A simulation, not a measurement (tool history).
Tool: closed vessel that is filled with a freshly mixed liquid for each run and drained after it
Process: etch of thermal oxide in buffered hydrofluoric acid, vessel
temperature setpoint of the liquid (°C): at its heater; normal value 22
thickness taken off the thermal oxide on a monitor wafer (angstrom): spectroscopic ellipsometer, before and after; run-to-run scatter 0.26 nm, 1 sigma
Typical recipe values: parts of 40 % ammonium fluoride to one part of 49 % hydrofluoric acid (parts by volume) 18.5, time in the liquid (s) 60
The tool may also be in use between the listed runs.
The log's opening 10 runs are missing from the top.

run,hour,temperature setpoint of the liquid (°C),parts of 40 % ammonium fluoride to one part of 49 % hydrofluoric acid (parts by volume),time in the liquid (s),"read-back film thickness of the thermal oxide reference wafer, read on the same gauge (nm)",thickness taken off the thermal oxide on a monitor wafer (angstrom)
11,753.1,22,25,60,49.99,272.8
# hour 834.6: gauge calibrated
12,839.2,19.5,21.5,45,50.02,193.4
13,927.8,22,16,80,50,514.9
14,986.2,25.5,11,90,49.99,1003.8
15,1086.3,17.5,11.5,60,50,406.9
16,1191.7,22,18.5,60,49.96,331.4
# hour 1327.2: thermometer replaced
17,1361.9,26.5,24,80,50.02,468.3
18,1400.2,22,18.5,50,50.01,270.9
19,1456.9,26.5,22,75,50.04,462.5
20,1554.3,22,16,35,49.99,219.2
21,1618.8,25.5,24.5,60,49.97,325.2
# hour 1659: hydrofluoric acid flow meter replaced
22,1690,22,11.5,60,49.98,549.1
23,1762.9,27,25,35,50.02,211.1
24,1855.7,22,18.5,60,50.03,346.7
25,1909,22,13,60,49.99,488.5
26,1982,22,20.5,60,50,311.6
27,2074.3,23.5,18.5,60,50.04,374.9
28,2125.4,22,18.5,60,50.01,345.3
29,2185.4,22,18.5,60,50.02,341.6
30,2285.4,22,25.5,80,49.99,361.5
31,2324.4,24.5,23,50,50.06,276.8
# hour 2362.6: thermometer replaced
32,2376.7,22,18.5,35,50,196

Forecast each of these 5 alternatives for the next run:
A,2377.4,26,18.5,60,?,?
B,2377.4,19.5,23.5,90,?,?
C,2377.4,18.5,18.5,30,?,?
D,2377.4,17.5,11.5,30,?,?
E,2377.4,17.5,13.5,60,?,?

run,"read-back film thickness of the thermal oxide reference wafer, read on the same gauge (nm)",thickness taken off the thermal oxide on a monitor wafer (angstrom)
A,50,427.6
B,50,374.2
C,50,141.2
D,50,212.9
E,50,363.9
With the hidden condition removed and each run's random variation left untouched, the same runs would have given:
run,thickness taken off the thermal oxide on a monitor wafer (angstrom)
A,439.1
B,381.2
C,145
D,218.6
E,373.7

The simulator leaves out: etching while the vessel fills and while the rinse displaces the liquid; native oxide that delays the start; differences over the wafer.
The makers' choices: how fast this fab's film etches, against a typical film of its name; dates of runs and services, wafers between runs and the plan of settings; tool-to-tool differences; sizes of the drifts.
